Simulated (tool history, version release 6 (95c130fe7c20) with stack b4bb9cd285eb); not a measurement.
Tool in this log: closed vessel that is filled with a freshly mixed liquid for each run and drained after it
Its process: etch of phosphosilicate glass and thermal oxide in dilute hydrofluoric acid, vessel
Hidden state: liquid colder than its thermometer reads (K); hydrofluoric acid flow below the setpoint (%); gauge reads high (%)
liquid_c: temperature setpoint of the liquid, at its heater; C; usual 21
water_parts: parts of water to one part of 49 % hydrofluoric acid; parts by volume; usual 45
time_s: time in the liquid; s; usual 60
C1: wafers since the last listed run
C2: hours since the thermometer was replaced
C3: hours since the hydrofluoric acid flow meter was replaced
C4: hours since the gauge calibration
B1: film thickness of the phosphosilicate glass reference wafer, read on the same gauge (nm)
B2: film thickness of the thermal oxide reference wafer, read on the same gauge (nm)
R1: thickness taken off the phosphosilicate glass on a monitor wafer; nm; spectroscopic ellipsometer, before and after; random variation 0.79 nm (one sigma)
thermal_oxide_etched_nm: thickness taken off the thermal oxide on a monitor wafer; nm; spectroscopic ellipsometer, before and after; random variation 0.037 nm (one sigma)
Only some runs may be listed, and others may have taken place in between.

Run 1, day 0: usual settings; C1 0; C2 871.5; C3 1598.7; C4 910.6; B1 119.99; B2 40. Result: R1 143.24 nm, thermal_oxide_etched_nm 5.69 nm.
Run 2, day 3.129: usual settings but water_parts 35 parts by volume; C1 9191; C2 946.6; C3 1673.8; C4 985.7; B1 120.01; B2 40.01. Result: R1 183.82 nm, thermal_oxide_etched_nm 7.37 nm.
At day 9.138: gauge calibrated.
Run 3, day 14.842: usual settings but water_parts 35 parts by volume; C1 34402; C2 1227.7; C3 1954.9; C4 136.9; B1 119.97; B2 39.99. Result: R1 184.37 nm, thermal_oxide_etched_nm 7.24 nm.
Run 4, day 17.271: usual settings but water_parts 35 parts by volume; C1 7134; C2 1286; C3 2013.2; C4 195.2; B1 119.99; B2 39.98. Result: R1 183.84 nm, thermal_oxide_etched_nm 7.24 nm.
Run 5, day 21.179: usual settings; C1 11479; C2 1379.8; C3 2107; C4 289; B1 119.99; B2 40.01. Result: R1 140.68 nm, thermal_oxide_etched_nm 5.56 nm.
Run 6, day 24.679: usual settings but water_parts 55 parts by volume; C1 10280; C2 1463.8; C3 2191; C4 373; B1 120; B2 39.99. Result: R1 113.19 nm, thermal_oxide_etched_nm 4.47 nm.
Run 7, day 27.392: usual settings but water_parts 55 parts by volume; C1 7967; C2 1528.9; C3 2256.1; C4 438.1; B1 120.02; B2 39.98. Result: R1 112.33 nm, thermal_oxide_etched_nm 4.45 nm.
Run 8, day 31.604: usual settings but water_parts 55 parts by volume; C1 12373; C2 1630; C3 2357.2; C4 539.2; B1 119.99; B2 40.02. Result: R1 112.03 nm, thermal_oxide_etched_nm 4.48 nm.
At day 32.158: thermometer replaced.
Run 9, day 34.9: usual settings but liquid_c 23 C; C1 9558; C2 65.8; C3 2436.3; C4 618.3; B1 119.99; B2 40. Result: R1 155.32 nm, thermal_oxide_etched_nm 6.15 nm.
Run 10, day 36.708: usual settings but liquid_c 23 C; C1 5311; C2 109.2; C3 2479.7; C4 661.7; B1 119.99; B2 40. Result: R1 154.8 nm, thermal_oxide_etched_nm 6.14 nm.
At day 37.383: hydrofluoric acid flow meter replaced.
Run 11, day 38.546: usual settings but liquid_c 26 C, water_parts 55 parts by volume; C1 5274; C2 153.3; C3 27.9; C4 705.8; B1 120.02; B2 40.03. Result: R1 148.02 nm, thermal_oxide_etched_nm 5.88 nm.
Run 12, day 42.388: usual settings; C1 11283; C2 245.5; C3 120.1; C4 798; B1 120; B2 39.98. Result: R1 149.18 nm, thermal_oxide_etched_nm 5.91 nm.
Run 13, day 43.933: usual settings but liquid_c 19.5 C, water_parts 35 parts by volume, time_s 45 s; C1 4540; C2 282.6; C3 157.2; C4 835.1; B1 120; B2 40.02. Result: R1 137.09 nm, thermal_oxide_etched_nm 5.41 nm.
Run 14, day 45.75: usual settings but water_parts 35 parts by volume, time_s 90 s; C1 5335; C2 326.2; C3 200.8; C4 878.7; B1 120.02; B2 39.99. Result: R1 289.93 nm, thermal_oxide_etched_nm 11.66 nm.
Run 15, day 49.271: usual settings but liquid_c 18.5 C, time_s 85 s; C1 10341; C2 410.7; C3 285.3; C4 963.2; B1 119.99; B2 39.99. Result: R1 186.97 nm, thermal_oxide_etched_nm 7.46 nm.
Run 16, day 53.658: usual settings but liquid_c 19.5 C; C1 12887; C2 516; C3 390.6; C4 1068.5; B1 119.97; B2 39.98. Result: R1 137.86 nm, thermal_oxide_etched_nm 5.5 nm.
At day 56.925: gauge calibrated.
Run 17, day 57.112: usual settings but liquid_c 19 C, water_parts 25 parts by volume, time_s 30 s; C1 10145; C2 598.9; C3 473.5; C4 4.5; B1 120.02; B2 39.98. Result: R1 124.68 nm, thermal_oxide_etched_nm 4.86 nm.
Run 18, day 59.254: usual settings but liquid_c 17.5 C, water_parts 35 parts by volume; C1 6290; C2 650.3; C3 524.9; C4 55.9; B1 119.99; B2 40. Result: R1 163.86 nm, thermal_oxide_etched_nm 6.58 nm.
Run 19, day 63.496: usual settings; C1 12458; C2 752.1; C3 626.7; C4 157.7; B1 119.99; B2 40.02. Result: R1 145.97 nm, thermal_oxide_etched_nm 5.83 nm.
Run 20, day 67.117: usual settings but liquid_c 26 C, water_parts 55 parts by volume; C1 10635; C2 839; C3 713.6; C4 244.6; B1 119.97; B2 40. Result: R1 143.98 nm, thermal_oxide_etched_nm 5.71 nm.
Run 21, day 69.254: usual settings but liquid_c 25.5 C, water_parts 60 parts by volume, time_s 45 s; C1 6278; C2 890.3; C3 764.9; C4 295.9; B1 120.01; B2 39.99. Result: R1 96.75 nm, thermal_oxide_etched_nm 3.83 nm.
Run 22, day 71.258: usual settings; C1 5886; C2 938.4; C3 813; C4 344; B1 119.99; B2 40. Result: R1 145.2 nm, thermal_oxide_etched_nm 5.78 nm.
Run 23, day 75.254: usual settings but water_parts 55 parts by volume, time_s 30 s; C1 11736; C2 1034.3; C3 908.9; C4 439.9; B1 120; B2 40.01. Result: R1 57.58 nm, thermal_oxide_etched_nm 2.3 nm.
Run 24, day 78.904: usual settings but liquid_c 19.5 C, water_parts 35 parts by volume, time_s 45 s; C1 10720; C2 1121.9; C3 996.5; C4 527.5; B1 120; B2 40.01. Result: R1 131.52 nm, thermal_oxide_etched_nm 5.26 nm.

Each row is a separate what-if for the run after 24, all from the same tool condition, not one after another. Results?
Run A, day 78.933: usual settings but water_parts 50 parts by volume; C1 85; C2 1122.6; C3 997.2; C4 528.2; B1 ?; B2 ?. Result: R1 ?, thermal_oxide_etched_nm ?.
Run B, day 78.933: usual settings but liquid_c 24 C, water_parts 60 parts by volume, time_s 70 s; C1 85; C2 1122.6; C3 997.2; C4 528.2; B1 ?; B2 ?. Result: R1 ?, thermal_oxide_etched_nm ?.
Run C, day 78.933: usual settings but liquid_c 24 C, water_parts 55 parts by volume, time_s 95 s; C1 85; C2 1122.6; C3 997.2; C4 528.2; B1 ?; B2 ?. Result: R1 ?, thermal_oxide_etched_nm ?.
Run D, day 78.933: usual settings but liquid_c 23 C, water_parts 60 parts by volume, time_s 85 s; C1 85; C2 1122.6; C3 997.2; C4 528.2; B1 ?; B2 ?. Result: R1 ?, thermal_oxide_etched_nm ?.
Run E, day 78.933: usual settings but water_parts 30 parts by volume; C1 85; C2 1122.6; C3 997.2; C4 528.2; B1 ?; B2 ?. Result: R1 ?, thermal_oxide_etched_nm ?.

run      B1     B2      R1  thermal_oxide_etched_nm
  A  119.99  40.02  128.35                     5.15
  B  119.99  40.02   139.6                      5.6
  C  119.99  40.02  208.02                     8.35
  D  119.99  40.02  162.68                     6.53
  E  119.99  40.02  219.33                      8.8
The same runs, with their run-to-run variation unchanged, on a tool lacking any hidden condition would have given:
run      R1  thermal_oxide_etched_nm
  A  134.29                     5.39
  B     146                     5.86
  C  217.58                     8.73
  D  170.16                     6.83
  E  229.43                     9.21
